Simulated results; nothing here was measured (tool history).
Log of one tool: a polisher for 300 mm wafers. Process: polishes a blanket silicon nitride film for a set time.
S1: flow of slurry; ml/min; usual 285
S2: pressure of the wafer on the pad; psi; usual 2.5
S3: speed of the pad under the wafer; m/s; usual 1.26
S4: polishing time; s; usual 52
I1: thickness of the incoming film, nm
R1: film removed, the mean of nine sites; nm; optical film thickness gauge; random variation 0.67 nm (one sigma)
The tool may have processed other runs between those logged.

run 1 hour=0.0 | S1=285 S2=2.5 S3=1.26 S4=52 | I1=508.3 | R1=59.2
run 2 hour=105.7 | S1=285 S2=2.5 S3=1.26 S4=48 | I1=504.6 | R1=51.4
run 3 hour=178.8 | S1=285 S2=2.5 S3=1.26 S4=48 | I1=510.2 | R1=50.3
-- hour=227.0 head pressure recalibrated
-- hour=232.5 slurry nozzle cleaned
run 4 hour=279.9 | S1=285 S2=2.5 S3=1.26 S4=48 | I1=520.6 | R1=52.4
run 5 hour=360.1 | S1=285 S2=2.5 S3=1.26 S4=41 | I1=518.1 | R1=44.7
-- hour=365.2 worn pad replaced by a new one
run 6 hour=411.2 | S1=285 S2=2.5 S3=1.26 S4=65 | I1=513.7 | R1=76.5
run 7 hour=465.7 | S1=285 S2=2.5 S3=1.26 S4=52 | I1=508.9 | R1=58.9
run 8 hour=504.5 | S1=285 S2=2.5 S3=1.26 S4=52 | I1=507.9 | R1=57.5
run 9 hour=573.6 | S1=285 S2=2.5 S3=1.10 S4=52 | I1=499.9 | R1=50.8
-- hour=598.3 head pressure recalibrated
run 10 hour=622.7 | S1=285 S2=2.5 S3=1.10 S4=52 | I1=512.2 | R1=50.1
-- hour=655.8 slurry nozzle cleaned
run 11 hour=707.4 | S1=365 S2=2.5 S3=1.26 S4=52 | I1=498.9 | R1=58.6
-- hour=769.9 worn pad replaced by a new one
run 12 hour=770.4 | S1=335 S2=2.5 S3=1.26 S4=52 | I1=508.3 | R1=64.6
run 13 hour=837.9 | S1=335 S2=2.5 S3=1.26 S4=52 | I1=504.8 | R1=60.3
run 14 hour=942.7 | S1=205 S2=3.1 S3=1.02 S4=52 | I1=502.2 | R1=56.6
-- hour=1046.7 head pressure recalibrated
run 15 hour=1048.7 | S1=220 S2=2.0 S3=1.48 S4=47 | I1=504.3 | R1=43.7
-- hour=1078.4 slurry nozzle cleaned
-- hour=1090.1 worn pad replaced by a new one
run 16 hour=1127.1 | S1=285 S2=2.2 S3=1.26 S4=52 | I1=504.2 | R1=55.8
run 17 hour=1166.6 | S1=355 S2=1.8 S3=1.52 S4=52 | I1=504.2 | R1=54.6
run 18 hour=1253.4 | S1=285 S2=2.5 S3=1.66 S4=52 | I1=505.3 | R1=71.1
run 19 hour=1294.6 | S1=285 S2=2.5 S3=1.26 S4=52 | I1=506.6 | R1=57.4
run 20 hour=1392.7 | S1=285 S2=2.5 S3=1.26 S4=41 | I1=507.0 | R1=44.0
-- hour=1414.2 worn pad replaced by a new one
-- hour=1416.4 head pressure recalibrated
run 21 hour=1473.6 | S1=285 S2=2.5 S3=1.66 S4=52 | I1=506.2 | R1=69.6
run 22 hour=1510.1 | S1=285 S2=2.5 S3=1.56 S4=41 | I1=505.0 | R1=50.6
-- hour=1550.2 slurry nozzle cleaned
run 23 hour=1613.9 | S1=285 S2=2.2 S3=1.56 S4=59 | I1=512.8 | R1=68.6
run 24 hour=1695.4 | S1=360 S2=2.5 S3=1.26 S4=52 | I1=512.8 | R1=57.4
-- hour=1734.3 worn pad replaced by a new one
run 25 hour=1769.1 | S1=225 S2=3.1 S3=0.84 S4=66 | I1=507.2 | R1=66.1
-- hour=1815.1 head pressure recalibrated
run 26 hour=1850.7 | S1=285 S2=2.5 S3=1.26 S4=65 | I1=507.9 | R1=71.5

Below are 3 alternative next runs, each starting from the tool's condition after run 26. Predict each:
run A hour=1851.1 | S1=285 S2=2.5 S3=1.26 S4=52 | I1=500.9 | R1=?
run B hour=1851.1 | S1=205 S2=2.5 S3=1.14 S4=57 | I1=500.9 | R1=?
run C hour=1851.1 | S1=230 S2=2.5 S3=1.26 S4=69 | I1=500.9 | R1=?

run=A R1=56.4
run=B R1=54.8
run=C R1=72.4
What these runs would have given with no unlogged condition in the tool:
run=A R1=63.5
run=B R1=62.7
run=C R1=82.3
